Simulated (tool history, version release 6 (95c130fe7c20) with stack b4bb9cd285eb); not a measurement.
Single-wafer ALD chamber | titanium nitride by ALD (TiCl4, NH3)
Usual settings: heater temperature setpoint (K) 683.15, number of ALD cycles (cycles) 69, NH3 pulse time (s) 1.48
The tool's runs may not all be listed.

| run | day | heater temperature setpoint (K) | number of ALD cycles (cycles) | NH3 pulse time (s) | read-back reference wafer on the same gauge, thickness_nm | mean film thickness on the monitor wafer (nm) |
|---|---|---|---|---|---|---|
| 1 | 0 | 683.15 | 69 | 1.18 | 1.299 | 1.416 |
| 2 | 1.508 | 683.15 | 69 | 1.18 | 1.297 | 1.412 |
| 3 | 5.121 | 683.15 | 69 | 1.18 | 1.296 | 1.412 |
| 4 | 8.05 | 683.15 | 69 | 1.48 | 1.293 | 1.428 |
| 5 | 12.262 | 683.15 | 69 | 1.48 | 1.29 | 1.423 |
| 6 | 16.225 | 683.15 | 69 | 1.48 | 1.287 | 1.42 |
|  | 18.054 | showerhead replaced |
|  | 19.396 | thermocouple changed; heater temperature recalibrated |
| 7 | 20.483 | 683.15 | 69 | 1.48 | 1.284 | 1.41 |
| 8 | 29.804 | 683.15 | 79 | 1.48 | 1.273 | 1.608 |
|  | 30.717 | gauge calibrated |
| 9 | 32.896 | 694.15 | 69 | 0.98 | 1.301 | 1.422 |
| 10 | 37.279 | 689.15 | 69 | 1.48 | 1.3 | 1.441 |
| 11 | 39.283 | 683.15 | 69 | 1.48 | 1.298 | 1.43 |

The next listed run, before its measurement:
| 12 | 41.733 | 683.15 | 58 | 1.07 | ? | ? |

Run 12 gave read-back reference wafer on the same gauge, thickness_nm 1.3, mean film thickness on the monitor wafer (nm) 1.189.
Without the tool's hidden state the same run would have given mean film thickness on the monitor wafer (nm) 1.19.
